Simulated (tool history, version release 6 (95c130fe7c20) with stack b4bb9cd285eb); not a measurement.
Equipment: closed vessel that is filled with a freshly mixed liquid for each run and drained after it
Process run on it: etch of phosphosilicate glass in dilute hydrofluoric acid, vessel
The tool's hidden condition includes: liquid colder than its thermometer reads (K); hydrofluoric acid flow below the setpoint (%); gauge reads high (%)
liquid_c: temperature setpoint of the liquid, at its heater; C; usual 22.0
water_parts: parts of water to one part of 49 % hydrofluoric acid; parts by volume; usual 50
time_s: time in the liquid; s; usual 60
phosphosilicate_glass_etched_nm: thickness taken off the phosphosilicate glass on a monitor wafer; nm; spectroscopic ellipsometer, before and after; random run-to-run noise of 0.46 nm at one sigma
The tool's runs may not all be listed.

run	hour	liquid_c	water_parts	time_s	wafers since the last listed run	hours since the thermometer was replaced	hours since the hydrofluoric acid flow meter was replaced	hours since the gauge calibration	read-back film thickness of the phosphosilicate glass reference wafer, read on the same gauge (nm)	phosphosilicate_glass_etched_nm
1	0.0	22.0	40	70	0	534.4	1092.6	1122.3	58.54	106.85
2	48.0	22.0	40	70	6757	582.4	1140.6	1170.3	58.50	107.82
3	111.7	22.0	50	60	8968	646.1	1204.3	1234.0	58.50	72.27
4	162.8	22.0	50	60	7194	697.2	1255.4	1285.1	58.47	72.88
# hour 210.5: thermometer replaced
5	216.0	22.0	50	60	7349	5.5	1308.6	1338.3	58.44	72.14
6	259.4	22.0	50	60	6110	48.9	1352.0	1381.7	58.44	72.02
7	312.2	22.0	50	60	7433	101.7	1404.8	1434.5	58.41	72.24
8	381.6	22.0	50	60	9770	171.1	1474.2	1503.9	58.42	72.02
# hour 419.1: hydrofluoric acid flow meter replaced
9	429.8	22.0	50	60	6645	219.3	10.7	1552.1	58.34	72.13
10	491.9	22.0	50	60	8742	281.4	72.8	1614.2	58.37	72.63
11	524.4	22.0	50	40	4575	313.9	105.3	1646.7	58.38	47.82
12	727.4	22.0	50	60	28579	516.9	308.3	1849.7	58.32	72.62
13	776.9	18.0	30	80	6968	566.4	357.8	1899.2	58.27	138.71
14	827.1	18.0	60	85	7067	616.6	408.0	1949.4	58.27	71.52
15	878.6	22.0	50	60	7250	668.1	459.5	2000.9	58.33	72.99
# hour 943.0: thermometer replaced
16	1051.3	22.0	65	45	24172	108.3	632.2	2173.6	58.28	40.73
17	1081.2	22.0	50	60	4209	138.2	662.1	2203.5	58.23	71.92
18	1111.2	18.0	50	60	4223	168.2	692.1	2233.5	58.19	61.53
19	1182.1	24.5	50	40	9981	239.1	763.0	2304.4	58.26	53.81
20	1215.9	18.5	50	60	4758	272.9	796.8	2338.2	58.24	62.03
21	1283.8	22.0	50	60	9559	340.8	864.7	2406.1	58.21	72.31
# hour 1300.4: gauge calibrated
22	1335.9	22.0	60	60	7334	392.9	916.8	35.5	59.78	60.54
23	1393.8	22.0	50	60	8151	450.8	974.7	93.4	59.65	73.79
24	1420.4	25.5	25	60	3744	477.4	1001.3	120.0	59.61	176.98
25	1610.4	18.0	60	60	26749	667.4	1191.3	310.0	59.31	51.32
26	1678.9	22.0	45	75	9643	735.9	1259.8	378.5	59.20	102.34
27	1710.6	17.5	30	45	4462	767.6	1291.5	410.2	59.18	77.28
28	1781.4	22.0	50	30	9967	838.4	1362.3	481.0	59.08	36.35
# hour 1826.2: thermometer replaced
# hour 1858.4: hydrofluoric acid flow meter replaced
29	1860.5	22.0	50	60	10854	34.3	2.1	560.1	59.01	73.18
30	1891.4	22.0	50	60	4350	65.2	33.0	591.0	58.96	72.80
31	1962.1	22.0	65	60	9953	135.9	103.7	661.7	58.90	54.48

What if the next run were any one of these 5? Each begins from the tool's condition after run 31:
A	1962.8	19.0	50	60	98	136.6	104.4	662.4	?	?
B	1962.8	25.5	30	80	98	136.6	104.4	662.4	?	?
C	1962.8	26.0	50	60	98	136.6	104.4	662.4	?	?
D	1962.8	22.0	50	80	98	136.6	104.4	662.4	?	?
E	1962.8	25.0	50	45	98	136.6	104.4	662.4	?	?

run	read-back film thickness of the phosphosilicate glass reference wafer, read on the same gauge (nm)	phosphosilicate_glass_etched_nm
A	58.92	64.96
B	58.92	194.67
C	58.92	86.95
D	58.92	98.33
E	58.92	62.61
Had the tool no hidden state, the same runs would have come out as:
run	phosphosilicate_glass_etched_nm
A	66.18
B	198.33
C	88.58
D	100.18
E	63.79
